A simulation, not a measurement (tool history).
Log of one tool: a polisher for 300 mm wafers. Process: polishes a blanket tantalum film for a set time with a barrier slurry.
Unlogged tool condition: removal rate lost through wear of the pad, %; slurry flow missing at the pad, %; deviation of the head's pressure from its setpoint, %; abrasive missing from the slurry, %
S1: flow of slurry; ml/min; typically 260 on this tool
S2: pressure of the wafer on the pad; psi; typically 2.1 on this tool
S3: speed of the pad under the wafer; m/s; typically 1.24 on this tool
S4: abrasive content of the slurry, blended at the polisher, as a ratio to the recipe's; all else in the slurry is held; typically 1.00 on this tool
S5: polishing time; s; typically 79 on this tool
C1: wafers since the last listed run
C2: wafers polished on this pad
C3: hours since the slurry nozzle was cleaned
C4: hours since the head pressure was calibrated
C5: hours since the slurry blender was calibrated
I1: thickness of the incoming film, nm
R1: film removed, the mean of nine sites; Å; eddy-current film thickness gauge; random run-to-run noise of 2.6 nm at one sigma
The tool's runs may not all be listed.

run   hour   S1   S2    S3    S4   S5   C1    C2     C3     C4     C5     I1    R1
  1    0.0  260  2.1  1.24  1.00   79    0   929   55.3  383.6  283.5  481.1  1879
  2   15.1  260  2.1  1.24  1.00   79  149  1079   70.4  398.7  298.6  480.6  1847
  3   28.1  260  2.1  1.24  1.00   64  128  1208   83.4  411.7  311.6  486.6  1506
      47.2  -- worn pad replaced by a new one
      77.5  -- slurry blender recalibrated
  4   79.5  260  2.1  1.24  1.00   64  450   300  134.8  463.1    2.0  484.7  1549
  5  105.1  260  2.6  1.24  1.00   79  253   554  160.4  488.7   27.6  482.1  2327
  6  118.4  260  2.6  1.24  1.00   79  131   686  173.7  502.0   40.9  482.1  2310
  7  149.4  260  1.6  1.24  1.00   79  307   993  204.7  533.0   71.9  480.0  1425
     162.9  -- worn pad replaced by a new one
  8  165.5  295  2.1  1.24  1.00   79  119    26  220.8  549.1   88.0  479.8  1879
  9  199.3  295  2.1  1.24  1.00   79  335   361  254.6  582.9  121.8  470.8  1871
     235.9  -- head pressure recalibrated
 10  236.4  260  2.1  1.24  1.00   79  348   709  291.7    0.5  158.9  480.9  1831
 11  247.8  260  2.1  1.24  1.00   79  113   822  303.1   11.9  170.3  486.9  1833
 12  265.5  260  2.1  1.24  1.00   79  175   997  320.8   29.6  188.0  484.7  1813
     274.9  -- worn pad replaced by a new one
 13  286.5  260  2.1  1.12  1.00   58  168   114  341.8   50.6  209.0  477.1  1218
 14  301.2  260  2.1  1.24  1.00   79  145   260  356.5   65.3  223.7  487.6  1796
     332.7  -- slurry nozzle cleaned
 15  347.0  260  2.1  1.24  1.00   79  444   704   14.3  111.1  269.5  475.9  1915
 16  362.4  260  2.1  0.92  1.00  107  152   857   29.7  126.5  284.9  479.3  1975
 17  392.5  260  1.5  0.94  1.00   79  298  1156   59.8  156.6  315.0  481.6  1030
     399.3  -- worn pad replaced by a new one
 18  418.6  260  2.1  1.08  1.00   79  219   191   85.9  182.7  341.1  478.3  1587
     430.9  -- slurry blender recalibrated
 19  454.0  260  2.1  1.24  1.00   79  331   522  121.3  218.1   23.1  474.5  1917
 20  466.6  260  2.1  1.60  1.25   79  124   647  133.9  230.7   35.7  480.6  2510
 21  486.1  260  2.1  1.24  1.00   79  193   840  153.4  250.2   55.2  473.7  1844
 22  499.1  260  1.8  1.00  0.90   79  128   969  166.4  263.2   68.2  486.6  1273
     508.5  -- worn pad replaced by a new one
 23  532.3  260  2.1  1.24  1.00   79  289   236  199.6  296.4  101.4  481.5  1812
 24  552.9  260  2.1  1.24  1.00   70  204   440  220.2  317.0  122.0  486.2  1600

Predict each of these 5 candidate next runs independently; none follows another, all start after run 24:
  A  553.4  260  2.1  1.02  1.00  79   4  445  220.7  317.5  122.5  480.8   ?
  B  553.4  260  2.1  1.00  1.00  79   4  445  220.7  317.5  122.5  480.8   ?
  C  553.4  260  2.1  1.24  1.00  54   4  445  220.7  317.5  122.5  480.8   ?
  D  553.4  260  2.1  1.24  1.15  79   4  445  220.7  317.5  122.5  480.8   ?
  E  553.4  260  2.1  0.94  1.00  79   4  445  220.7  317.5  122.5  480.8   ?

run    R1
  A  1547
  B  1521
  C  1254
  D  1909
  E  1442
Stripped of hidden state, with their random variation kept, the same runs would have yielded:
run    R1
  A  1700
  B  1671
  C  1378
  D  2092
  E  1585
